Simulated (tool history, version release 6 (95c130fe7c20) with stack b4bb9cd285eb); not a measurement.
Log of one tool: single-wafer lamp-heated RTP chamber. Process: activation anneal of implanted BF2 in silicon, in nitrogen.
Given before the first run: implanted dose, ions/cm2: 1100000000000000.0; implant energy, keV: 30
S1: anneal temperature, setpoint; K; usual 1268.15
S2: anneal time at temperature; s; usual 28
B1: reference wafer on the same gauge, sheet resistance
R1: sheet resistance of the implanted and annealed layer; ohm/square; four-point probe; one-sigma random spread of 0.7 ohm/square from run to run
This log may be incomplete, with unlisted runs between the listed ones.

run,hour,S1,S2,B1,R1
1,0.0,1268.15,28,107.89,133.27
2,75.2,1268.15,28,107.59,132.34
3,121.5,1268.15,28,107.67,132.33
4,219.0,1268.15,28,107.42,131.07
# hour 278.4: reflector plate cleaned
5,306.8,1268.15,28,107.39,131.32
# hour 338.9: pyrometer window cleaned and pyrometer calibrated
6,370.8,1268.15,28,107.29,132.07
7,427.8,1290.15,28,107.19,116.89
8,535.3,1268.15,28,107.19,131.98
9,582.6,1268.15,28,106.87,132.15
10,644.4,1268.15,28,107.19,131.03
# hour 715.5: reflector plate cleaned
11,727.4,1284.15,28,107.01,120.96
12,818.1,1284.15,28,107.00,120.60
# hour 857.9: pyrometer window cleaned and pyrometer calibrated
13,902.4,1268.15,28,107.02,131.80
14,996.6,1268.15,28,107.08,132.16
# hour 1082.8: gauge calibrated
15,1091.7,1268.15,28,112.78,139.16
# hour 1145.2: reflector plate cleaned
16,1147.3,1284.15,28,112.22,127.47
17,1223.1,1268.15,28,111.67,137.12
18,1313.9,1268.15,28,110.98,136.76
19,1386.4,1240.15,42,110.49,156.90
20,1425.4,1268.15,28,110.43,136.44
# hour 1486.1: pyrometer window cleaned and pyrometer calibrated
21,1503.9,1253.15,44,109.90,140.95
# hour 1579.8: reflector plate cleaned
22,1580.3,1268.15,20,109.54,139.74

Run 23 comes next. What will it give?
23,1653.3,1251.15,39,?,?

B1: 109.20
R1: 144.61 ohm/square
Take away the tool's hidden state, keep the run-to-run variation as it was, and the same run would have given R1 150.98 ohm/square.
